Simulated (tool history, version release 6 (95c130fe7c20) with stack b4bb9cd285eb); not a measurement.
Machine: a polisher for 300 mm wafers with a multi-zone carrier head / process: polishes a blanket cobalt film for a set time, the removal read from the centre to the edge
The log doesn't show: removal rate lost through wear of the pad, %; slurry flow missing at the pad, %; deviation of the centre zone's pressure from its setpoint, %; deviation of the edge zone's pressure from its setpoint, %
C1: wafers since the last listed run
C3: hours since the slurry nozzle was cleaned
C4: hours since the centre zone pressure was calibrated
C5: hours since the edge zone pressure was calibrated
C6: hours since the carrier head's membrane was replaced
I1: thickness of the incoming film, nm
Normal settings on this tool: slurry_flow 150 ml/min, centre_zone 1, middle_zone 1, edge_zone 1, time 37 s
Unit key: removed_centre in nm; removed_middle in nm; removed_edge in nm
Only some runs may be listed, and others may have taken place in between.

{"run": 1, "hour": 0.0, "slurry_flow": 175, "centre_zone": 1, "middle_zone": 1, "edge_zone": 1, "time": 37, "C1": 0, "wafers polished on this pad": 120, "C3": 18.6, "C4": 1254.9, "C5": 905.9, "C6": 1244.3, "I1": 1403.3, "removed_centre": 152.8, "removed_middle": 142, "removed_edge": 143.1}
{"run": 2, "hour": 13.0, "slurry_flow": 175, "centre_zone": 1, "middle_zone": 1, "edge_zone": 1, "time": 37, "C1": 160, "wafers polished on this pad": 280, "C3": 31.6, "C4": 1267.9, "C5": 918.9, "C6": 1257.3, "I1": 1391, "removed_centre": 153.2, "removed_middle": 142.9, "removed_edge": 137.9}
{"run": 3, "hour": 28.3, "slurry_flow": 175, "centre_zone": 1, "middle_zone": 1, "edge_zone": 1, "time": 37, "C1": 188, "wafers polished on this pad": 468, "C3": 46.9, "C4": 1283.2, "C5": 934.2, "C6": 1272.6, "I1": 1401.6, "removed_centre": 150.9, "removed_middle": 141.6, "removed_edge": 139.7}
{"run": 4, "hour": 42.9, "slurry_flow": 150, "centre_zone": 0.91, "middle_zone": 1, "edge_zone": 1, "time": 37, "C1": 179, "wafers polished on this pad": 648, "C3": 61.5, "C4": 1297.8, "C5": 948.8, "C6": 1287.2, "I1": 1402.8, "removed_centre": 135.9, "removed_middle": 138.8, "removed_edge": 138.1}
{"run": 5, "hour": 58.9, "slurry_flow": 165, "centre_zone": 1, "middle_zone": 1, "edge_zone": 1, "time": 37, "C1": 196, "wafers polished on this pad": 845, "C3": 77.5, "C4": 1313.8, "C5": 964.8, "C6": 1303.2, "I1": 1389.1, "removed_centre": 151.8, "removed_middle": 140.5, "removed_edge": 138.7}
{"run": 6, "hour": 66.5, "slurry_flow": 165, "centre_zone": 1, "middle_zone": 1, "edge_zone": 1, "time": 37, "C1": 93, "wafers polished on this pad": 939, "C3": 85.1, "C4": 1321.4, "C5": 972.4, "C6": 1310.8, "I1": 1401.3, "removed_centre": 154.5, "removed_middle": 139.1, "removed_edge": 137.3}
{"run": 7, "hour": 79.6, "slurry_flow": 150, "centre_zone": 1, "middle_zone": 1, "edge_zone": 1, "time": 37, "C1": 161, "wafers polished on this pad": 1100, "C3": 98.2, "C4": 1334.5, "C5": 985.5, "C6": 1323.9, "I1": 1383.1, "removed_centre": 148.8, "removed_middle": 138.3, "removed_edge": 136}
{"run": 8, "hour": 88.9, "slurry_flow": 150, "centre_zone": 1, "middle_zone": 1, "edge_zone": 1, "time": 37, "C1": 114, "wafers polished on this pad": 1214, "C3": 107.5, "C4": 1343.8, "C5": 994.8, "C6": 1333.2, "I1": 1418, "removed_centre": 150.3, "removed_middle": 138, "removed_edge": 138.1}
{"hour": 98.1, "done": "carrier head's membrane replaced by a new one"}
{"run": 9, "hour": 98.6, "slurry_flow": 150, "centre_zone": 1, "middle_zone": 1, "edge_zone": 1, "time": 37, "C1": 57, "wafers polished on this pad": 1272, "C3": 117.2, "C4": 1353.5, "C5": 1004.5, "C6": 0.5, "I1": 1396.4, "removed_centre": 152.5, "removed_middle": 140, "removed_edge": 139.2}
{"run": 10, "hour": 110.0, "slurry_flow": 150, "centre_zone": 1, "middle_zone": 1, "edge_zone": 1, "time": 37, "C1": 140, "wafers polished on this pad": 1413, "C3": 128.6, "C4": 1364.9, "C5": 1015.9, "C6": 11.9, "I1": 1402.2, "removed_centre": 151.2, "removed_middle": 138.9, "removed_edge": 136.1}
{"hour": 117.8, "done": "worn pad replaced by a new one"}
{"hour": 120.2, "done": "centre zone pressure recalibrated"}
{"run": 11, "hour": 125.6, "slurry_flow": 150, "centre_zone": 1, "middle_zone": 1, "edge_zone": 1, "time": 37, "C1": 118, "wafers polished on this pad": 71, "C3": 144.2, "C4": 5.4, "C5": 1031.5, "C6": 27.5, "I1": 1397.9, "removed_centre": 142.3, "removed_middle": 137.5, "removed_edge": 134.3}
{"run": 12, "hour": 135.2, "slurry_flow": 180, "centre_zone": 0.89, "middle_zone": 1, "edge_zone": 1, "time": 37, "C1": 118, "wafers polished on this pad": 190, "C3": 153.8, "C4": 15, "C5": 1041.1, "C6": 37.1, "I1": 1413.9, "removed_centre": 127.6, "removed_middle": 142.3, "removed_edge": 140.2}
{"run": 13, "hour": 149.0, "slurry_flow": 110, "centre_zone": 0.94, "middle_zone": 1, "edge_zone": 1.11, "time": 37, "C1": 169, "wafers polished on this pad": 359, "C3": 167.6, "C4": 28.8, "C5": 1054.9, "C6": 50.9, "I1": 1397.2, "removed_centre": 125.4, "removed_middle": 133.1, "removed_edge": 138.6}
{"run": 14, "hour": 162.4, "slurry_flow": 150, "centre_zone": 0.88, "middle_zone": 1.1, "edge_zone": 0.88, "time": 37, "C1": 164, "wafers polished on this pad": 524, "C3": 181, "C4": 42.2, "C5": 1068.3, "C6": 64.3, "I1": 1402.5, "removed_centre": 123.3, "removed_middle": 147.4, "removed_edge": 127.8}
{"run": 15, "hour": 176.4, "slurry_flow": 150, "centre_zone": 1, "middle_zone": 1, "edge_zone": 1, "time": 37, "C1": 172, "wafers polished on this pad": 697, "C3": 195, "C4": 56.2, "C5": 1082.3, "C6": 78.3, "I1": 1373.4, "removed_centre": 140.2, "removed_middle": 140.2, "removed_edge": 139}
{"run": 16, "hour": 192.1, "slurry_flow": 150, "centre_zone": 1, "middle_zone": 1, "edge_zone": 1, "time": 37, "C1": 193, "wafers polished on this pad": 890, "C3": 210.7, "C4": 71.9, "C5": 1098, "C6": 94, "I1": 1380.6, "removed_centre": 139.9, "removed_middle": 140.4, "removed_edge": 139.6}
{"run": 17, "hour": 199.9, "slurry_flow": 150, "centre_zone": 1.07, "middle_zone": 0.95, "edge_zone": 1.06, "time": 33, "C1": 96, "wafers polished on this pad": 986, "C3": 218.5, "C4": 79.7, "C5": 1105.8, "C6": 101.8, "I1": 1407.5, "removed_centre": 136.1, "removed_middle": 120.4, "removed_edge": 128.2}
{"hour": 206.4, "done": "slurry nozzle cleaned"}
{"run": 18, "hour": 211.2, "slurry_flow": 150, "centre_zone": 1.09, "middle_zone": 1.1, "edge_zone": 1, "time": 37, "C1": 126, "wafers polished on this pad": 1113, "C3": 4.8, "C4": 91, "C5": 1117.1, "C6": 113.1, "I1": 1413.1, "removed_centre": 153.2, "removed_middle": 147.7, "removed_edge": 136.6}
{"hour": 218.2, "done": "edge zone pressure recalibrated"}
{"hour": 247.5, "done": "worn pad replaced by a new one"}
{"run": 19, "hour": 253.8, "slurry_flow": 150, "centre_zone": 1.08, "middle_zone": 1, "edge_zone": 1, "time": 37, "C1": 450, "wafers polished on this pad": 78, "C3": 47.4, "C4": 133.6, "C5": 35.6, "C6": 155.7, "I1": 1379.3, "removed_centre": 152.2, "removed_middle": 140.5, "removed_edge": 135.7}
{"run": 20, "hour": 264.5, "slurry_flow": 150, "centre_zone": 1, "middle_zone": 1, "edge_zone": 1, "time": 37, "C1": 131, "wafers polished on this pad": 209, "C3": 58.1, "C4": 144.3, "C5": 46.3, "C6": 166.4, "I1": 1396.6, "removed_centre": 140.7, "removed_middle": 139.2, "removed_edge": 139.7}
{"run": 21, "hour": 279.8, "slurry_flow": 150, "centre_zone": 1, "middle_zone": 1, "edge_zone": 1, "time": 37, "C1": 188, "wafers polished on this pad": 398, "C3": 73.4, "C4": 159.6, "C5": 61.6, "C6": 181.7, "I1": 1405.3, "removed_centre": 139.5, "removed_middle": 138.9, "removed_edge": 138.9}
{"run": 22, "hour": 289.9, "slurry_flow": 125, "centre_zone": 1, "middle_zone": 1, "edge_zone": 0.95, "time": 28, "C1": 124, "wafers polished on this pad": 522, "C3": 83.5, "C4": 169.7, "C5": 71.7, "C6": 191.8, "I1": 1405.6, "removed_centre": 103.8, "removed_middle": 102.8, "removed_edge": 100.6}

Selected run-to-run steps in removed_centre, each split into two signed amounts: the part the tool would show with no hidden state at all (from settings, incoming material and random variation), and the remainder, which goes to the hidden state together with any gauge scatter not common to the measured and the hidden-state-free results:
Run 4 -> 5: slurry_flow 150 -> 165, centre_zone 0.91 -> 1. removed_centre +15.9 nm: hidden state +1.5, all else +14.4.
Run 10 -> 11: worn pad replaced by a new one, centre zone pressure recalibrated. removed_centre -8.9 nm: hidden state -10.7, all else +1.8.
Run 17 -> 18: centre_zone 1.07 -> 1.09, middle_zone 0.95 -> 1.1, edge_zone 1.06 -> 1, time 33 -> 37, slurry nozzle cleaned. removed_centre +17.1 nm: hidden state +0.5, all else +16.6.
Run 21 -> 22: slurry_flow 150 -> 125, edge_zone 1 -> 0.95, time 37 -> 28. removed_centre -35.7 nm: hidden state -0.9, all else -34.8.
